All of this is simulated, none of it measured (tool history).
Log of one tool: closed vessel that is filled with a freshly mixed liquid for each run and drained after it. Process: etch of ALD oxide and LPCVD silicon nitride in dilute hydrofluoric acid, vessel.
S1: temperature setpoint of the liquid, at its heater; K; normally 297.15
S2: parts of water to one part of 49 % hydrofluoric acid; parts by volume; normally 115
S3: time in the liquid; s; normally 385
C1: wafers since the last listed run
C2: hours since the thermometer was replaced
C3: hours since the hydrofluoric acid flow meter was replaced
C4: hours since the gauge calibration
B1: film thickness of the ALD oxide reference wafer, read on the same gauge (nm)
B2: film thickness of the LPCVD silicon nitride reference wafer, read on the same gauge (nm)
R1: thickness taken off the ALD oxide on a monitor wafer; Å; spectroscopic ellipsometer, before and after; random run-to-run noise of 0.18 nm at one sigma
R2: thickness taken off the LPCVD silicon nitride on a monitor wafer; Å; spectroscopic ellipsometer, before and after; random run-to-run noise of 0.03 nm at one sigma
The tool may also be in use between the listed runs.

| run | hour | S1 | S2 | S3 | C1 | C2 | C3 | C4 | B1 | B2 | R1 | R2 |
|---|---|---|---|---|---|---|---|---|---|---|---|---|
| 1 | 0.0 | 297.15 | 115 | 385 | 0 | 1326.0 | 1724.8 | 889.7 | 133.76 | 114.643 | 432.1 | 15.57 |
| 2 | 152.2 | 297.15 | 115 | 385 | 17019 | 1478.2 | 1877.0 | 1041.9 | 133.54 | 114.484 | 435.2 | 15.58 |
| 3 | 178.6 | 297.15 | 115 | 385 | 2952 | 1504.6 | 1903.4 | 1068.3 | 133.50 | 114.427 | 437.3 | 16.18 |
| 4 | 206.5 | 297.15 | 115 | 385 | 3119 | 1532.5 | 1931.3 | 1096.2 | 133.46 | 114.412 | 432.5 | 15.84 |
| 5 | 265.9 | 297.15 | 115 | 385 | 6642 | 1591.9 | 1990.7 | 1155.6 | 133.41 | 114.357 | 433.1 | 15.80 |
| 6 | 297.6 | 297.15 | 115 | 545 | 3544 | 1623.6 | 2022.4 | 1187.3 | 133.38 | 114.315 | 611.2 | 22.09 |
| 7 | 356.7 | 297.15 | 115 | 255 | 6608 | 1682.7 | 2081.5 | 1246.4 | 133.32 | 114.296 | 287.6 | 10.37 |
|  | 372.7 | gauge calibrated |
| 8 | 388.6 | 301.15 | 165 | 175 | 3567 | 1714.6 | 2113.4 | 15.9 | 139.56 | 119.596 | 157.6 | 6.63 |
| 9 | 428.4 | 297.15 | 115 | 510 | 4450 | 1754.4 | 2153.2 | 55.7 | 138.96 | 119.135 | 598.7 | 21.54 |
| 10 | 461.0 | 297.15 | 115 | 385 | 3645 | 1787.0 | 2185.8 | 88.3 | 138.52 | 118.731 | 450.1 | 16.50 |
| 11 | 493.9 | 297.15 | 115 | 385 | 3679 | 1819.9 | 2218.7 | 121.2 | 138.13 | 118.389 | 450.8 | 16.60 |
| 12 | 537.5 | 297.15 | 115 | 385 | 4875 | 1863.5 | 2262.3 | 164.8 | 137.65 | 117.974 | 447.5 | 15.72 |
|  | 562.8 | hydrofluoric acid flow meter replaced |
| 13 | 596.1 | 297.15 | 115 | 385 | 6441 | 1922.1 | 33.3 | 223.4 | 137.05 | 117.482 | 444.9 | 15.97 |
| 14 | 666.7 | 297.15 | 115 | 385 | 7894 | 1992.7 | 103.9 | 294.0 | 136.47 | 116.974 | 441.3 | 16.24 |
| 15 | 732.8 | 301.15 | 70 | 385 | 7391 | 2058.8 | 170.0 | 360.1 | 136.01 | 116.563 | 898.3 | 33.80 |
|  | 746.6 | thermometer replaced |
| 16 | 895.4 | 297.15 | 115 | 385 | 18071 | 148.8 | 332.6 | 522.7 | 135.11 | 115.781 | 436.7 | 16.22 |
| 17 | 955.5 | 295.65 | 80 | 545 | 6720 | 208.9 | 392.7 | 582.8 | 134.83 | 115.576 | 869.9 | 28.70 |
| 18 | 995.4 | 297.15 | 115 | 175 | 4461 | 248.8 | 432.6 | 622.7 | 134.69 | 115.448 | 199.5 | 7.20 |
| 19 | 1048.3 | 297.15 | 115 | 385 | 5915 | 301.7 | 485.5 | 675.6 | 134.52 | 115.295 | 436.7 | 15.88 |
| 20 | 1098.4 | 292.15 | 140 | 505 | 5602 | 351.8 | 535.6 | 725.7 | 134.37 | 115.166 | 374.7 | 12.25 |
| 21 | 1134.3 | 293.15 | 150 | 385 | 4014 | 387.7 | 571.5 | 761.6 | 134.29 | 115.081 | 276.5 | 9.30 |
| 22 | 1198.5 | 294.65 | 115 | 385 | 7179 | 451.9 | 635.7 | 825.8 | 134.13 | 114.932 | 394.0 | 13.18 |
| 23 | 1263.4 | 297.15 | 140 | 385 | 7257 | 516.8 | 700.6 | 890.7 | 133.97 | 114.839 | 345.4 | 12.78 |
| 24 | 1309.2 | 295.65 | 95 | 585 | 5121 | 562.6 | 746.4 | 936.5 | 133.91 | 114.802 | 774.0 | 26.03 |
| 25 | 1357.1 | 293.15 | 115 | 175 | 5356 | 610.5 | 794.3 | 984.4 | 133.83 | 114.704 | 166.9 | 5.49 |
| 26 | 1415.2 | 295.15 | 80 | 385 | 6497 | 668.6 | 852.4 | 1042.5 | 133.75 | 114.663 | 597.2 | 20.12 |

Hidden state or all else? Some run-to-run changes of R1, split into what the settings, what came in and random variation would give without the hidden state, and what is left for the hidden state (with any gauge scatter that isn't in both results):
Hidden conditions of the tool in this case: liquid colder than its thermometer reads (K); hydrofluoric acid flow below the setpoint (%); gauge reads high (%).
Run 17 -> 18: S1 295.65 -> 297.15, S2 80 -> 115, S3 545 -> 175. R1 -670.4 Å: hidden state +25.4, all else -695.8.
Run 24 -> 25: S1 295.65 -> 293.15, S2 95 -> 115, S3 585 -> 175. R1 -607.1 Å: hidden state +27.6, all else -634.7.
